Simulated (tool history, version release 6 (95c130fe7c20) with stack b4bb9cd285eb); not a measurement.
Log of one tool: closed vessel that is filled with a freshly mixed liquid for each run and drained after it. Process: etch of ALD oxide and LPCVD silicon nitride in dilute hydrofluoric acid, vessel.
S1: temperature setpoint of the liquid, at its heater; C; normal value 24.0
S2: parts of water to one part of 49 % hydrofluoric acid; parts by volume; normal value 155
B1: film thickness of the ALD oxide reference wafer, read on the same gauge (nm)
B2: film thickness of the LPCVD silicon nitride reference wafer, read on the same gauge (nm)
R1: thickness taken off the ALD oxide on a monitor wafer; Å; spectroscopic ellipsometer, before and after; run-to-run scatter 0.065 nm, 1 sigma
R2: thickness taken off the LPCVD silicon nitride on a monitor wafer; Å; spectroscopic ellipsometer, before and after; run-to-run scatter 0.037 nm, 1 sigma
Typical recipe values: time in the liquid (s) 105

run 1 day=0.000 | S1=24.0 S2=155 time_in_the_liquid_(s)=145 | B1=70.02 B2=39.967 | R1=139.5 R2=5.00
run 2 day=0.825 | S1=24.0 S2=155 time_in_the_liquid_(s)=145 | B1=70.02 B2=40.002 | R1=137.3 R2=4.69
run 3 day=1.583 | S1=24.0 S2=155 time_in_the_liquid_(s)=105 | B1=69.97 B2=39.973 | R1=100.7 R2=3.96
run 4 day=2.350 | S1=24.0 S2=155 time_in_the_liquid_(s)=105 | B1=70.00 B2=39.983 | R1=100.6 R2=3.98
run 5 day=3.075 | S1=24.0 S2=155 time_in_the_liquid_(s)=105 | B1=69.99 B2=40.016 | R1=100.8 R2=3.44
run 6 day=3.967 | S1=24.0 S2=155 time_in_the_liquid_(s)=105 | B1=70.00 B2=39.968 | R1=99.8 R2=3.34
run 7 day=4.604 | S1=24.0 S2=155 time_in_the_liquid_(s)=105 | B1=70.01 B2=39.979 | R1=99.3 R2=3.65
run 8 day=5.225 | S1=24.0 S2=155 time_in_the_liquid_(s)=105 | B1=69.99 B2=39.987 | R1=99.2 R2=3.36
-- day=6.629 gauge calibrated
run 9 day=6.704 | S1=24.0 S2=155 time_in_the_liquid_(s)=105 | B1=70.05 B2=40.001 | R1=99.1 R2=4.23
run 10 day=7.950 | S1=24.0 S2=155 time_in_the_liquid_(s)=105 | B1=70.04 B2=40.022 | R1=99.2 R2=3.44
run 11 day=9.196 | S1=24.0 S2=155 time_in_the_liquid_(s)=105 | B1=69.99 B2=39.991 | R1=99.2 R2=3.69
run 12 day=10.104 | S1=27.0 S2=215 time_in_the_liquid_(s)=105 | B1=70.03 B2=40.018 | R1=74.6 R2=2.94
run 13 day=11.492 | S1=25.5 S2=110 time_in_the_liquid_(s)=50 | B1=70.00 B2=39.976 | R1=73.7 R2=2.78
-- day=11.646 hydrofluoric acid flow meter replaced
run 14 day=12.112 | S1=24.0 S2=155 time_in_the_liquid_(s)=150 | B1=70.01 B2=40.036 | R1=150.6 R2=5.46
run 15 day=12.921 | S1=27.5 S2=155 time_in_the_liquid_(s)=85 | B1=69.97 B2=39.998 | R1=96.9 R2=3.49
run 16 day=14.204 | S1=21.0 S2=100 time_in_the_liquid_(s)=105 | B1=70.02 B2=40.015 | R1=152.7 R2=4.65
run 17 day=15.233 | S1=24.0 S2=180 time_in_the_liquid_(s)=130 | B1=69.99 B2=40.013 | R1=108.6 R2=4.09
run 18 day=16.696 | S1=25.5 S2=225 time_in_the_liquid_(s)=45 | B1=69.98 B2=40.003 | R1=30.2 R2=1.17
run 19 day=17.858 | S1=24.0 S2=155 time_in_the_liquid_(s)=105 | B1=70.05 B2=39.999 | R1=105.7 R2=3.58
run 20 day=18.596 | S1=24.0 S2=155 time_in_the_liquid_(s)=75 | B1=69.98 B2=39.983 | R1=74.9 R2=3.05
run 21 day=19.779 | S1=21.5 S2=105 time_in_the_liquid_(s)=105 | B1=69.99 B2=39.998 | R1=146.8 R2=4.59
run 22 day=20.988 | S1=24.0 S2=155 time_in_the_liquid_(s)=105 | B1=69.97 B2=40.024 | R1=104.2 R2=3.32
-- day=21.654 thermometer replaced
run 23 day=25.238 | S1=28.5 S2=130 time_in_the_liquid_(s)=125 | B1=69.99 B2=40.002 | R1=200.2 R2=8.47
run 24 day=26.462 | S1=21.5 S2=105 time_in_the_liquid_(s)=105 | B1=70.03 B2=40.011 | R1=163.4 R2=4.85
run 25 day=27.100 | S1=21.0 S2=155 time_in_the_liquid_(s)=105 | B1=70.05 B2=39.950 | R1=101.5 R2=2.94
run 26 day=28.221 | S1=28.5 S2=120 time_in_the_liquid_(s)=60 | B1=70.00 B2=39.977 | R1=104.7 R2=3.87
run 27 day=31.042 | S1=24.0 S2=155 time_in_the_liquid_(s)=105 | B1=70.00 B2=40.045 | R1=114.0 R2=3.93

Alternative continuations, all from the tool just after run 27; predict every row:
run A day=31.071 | S1=22.5 S2=155 time_in_the_liquid_(s)=105 | B1=? B2=? | R1=? R2=?
run B day=31.071 | S1=20.5 S2=115 time_in_the_liquid_(s)=50 | B1=? B2=? | R1=? R2=?
run C day=31.071 | S1=24.0 S2=105 time_in_the_liquid_(s)=105 | B1=? B2=? | R1=? R2=?

run=A B1=70.00 B2=39.998 R1=107.3 R2=3.69
run=B B1=70.00 B2=39.998 R1=66.5 R2=2.06
run=C B1=70.00 B2=39.998 R1=178.1 R2=5.98
What these runs would have given with no unlogged condition in the tool:
run=A R1=110.8 R2=3.83
run=B R1=68.7 R2=2.14
run=C R1=183.7 R2=6.20
